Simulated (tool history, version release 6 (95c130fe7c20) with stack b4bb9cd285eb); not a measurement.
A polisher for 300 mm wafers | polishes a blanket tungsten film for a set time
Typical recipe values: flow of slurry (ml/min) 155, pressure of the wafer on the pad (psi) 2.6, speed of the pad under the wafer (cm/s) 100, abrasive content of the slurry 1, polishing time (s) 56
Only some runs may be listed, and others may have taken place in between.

| run | hour | flow of slurry (ml/min) | pressure of the wafer on the pad (psi) | speed of the pad under the wafer (cm/s) | abrasive content of the slurry | polishing time (s) | incoming thickness of the incoming film, nm | film removed (angstrom) |
|---|---|---|---|---|---|---|---|---|
| 1 | 0 | 155 | 2.6 | 100 | 0.95 | 56 | 1156.8 | 2190 |
|  | 43 | head pressure recalibrated |
|  | 67.1 | worn pad replaced by a new one |
|  | 191.5 | slurry nozzle cleaned |
|  | 204 | slurry tank refilled with fresh slurry and peroxide |
| 2 | 246.2 | 155 | 2.6 | 100 | 1 | 56 | 1154.8 | 2202 |
| 3 | 334 | 155 | 2.6 | 100 | 1 | 56 | 1155 | 2136 |
| 4 | 424.1 | 155 | 2.6 | 100 | 1 | 56 | 1150.6 | 2209 |
| 5 | 524.8 | 155 | 3 | 100 | 1 | 56 | 1137.5 | 2485 |
| 6 | 623.9 | 155 | 2.6 | 100 | 1.25 | 36 | 1160.2 | 1470 |
|  | 683 | worn pad replaced by a new one |
| 7 | 726.3 | 155 | 2.6 | 100 | 1 | 56 | 1168.4 | 2185 |
|  | 748.8 | head pressure recalibrated |
|  | 759.3 | slurry blender recalibrated |
| 8 | 787.5 | 155 | 2.6 | 100 | 1 | 56 | 1158.7 | 2186 |
| 9 | 864.8 | 155 | 2.3 | 86 | 1.15 | 56 | 1136.3 | 1690 |
|  | 872.5 | slurry nozzle cleaned |
|  | 895.7 | slurry tank refilled with fresh slurry and peroxide |
| 10 | 905.4 | 155 | 2.6 | 100 | 0.8 | 56 | 1160.7 | 2068 |
| 11 | 990.6 | 155 | 2.6 | 100 | 0.85 | 56 | 1153.7 | 2071 |
| 12 | 1073.5 | 205 | 2.6 | 128 | 0.8 | 43 | 1166.2 | 2091 |
| 13 | 1155.6 | 125 | 2.6 | 100 | 1 | 56 | 1138.6 | 2135 |
| 14 | 1202 | 155 | 2.6 | 72 | 1 | 37 | 1164 | 1044 |
| 15 | 1278.6 | 170 | 2.6 | 100 | 1 | 37 | 1166.5 | 1457 |
| 16 | 1353.9 | 155 | 2.6 | 70 | 0.9 | 56 | 1150.8 | 1491 |
|  | 1399.5 | slurry blender recalibrated |
|  | 1437.3 | head pressure recalibrated |
| 17 | 1444.1 | 155 | 2.6 | 100 | 1 | 39 | 1159.4 | 1522 |
|  | 1452.2 | worn pad replaced by a new one |
| 18 | 1501 | 155 | 1.9 | 100 | 1 | 71 | 1143.7 | 2033 |
|  | 1527.2 | slurry nozzle cleaned |
|  | 1551.4 | slurry tank refilled with fresh slurry and peroxide |
| 19 | 1606.4 | 155 | 2.8 | 126 | 1 | 56 | 1145.9 | 2994 |

Forecast run 20:
| 20 | 1707.9 | 155 | 2.6 | 118 | 1.15 | 56 | 1138.8 | ? |

Run 20 yielded film removed (angstrom) 2717.
Take away the tool's hidden state, keep the run-to-run variation as it was, and the same run would have given film removed (angstrom) 2717.

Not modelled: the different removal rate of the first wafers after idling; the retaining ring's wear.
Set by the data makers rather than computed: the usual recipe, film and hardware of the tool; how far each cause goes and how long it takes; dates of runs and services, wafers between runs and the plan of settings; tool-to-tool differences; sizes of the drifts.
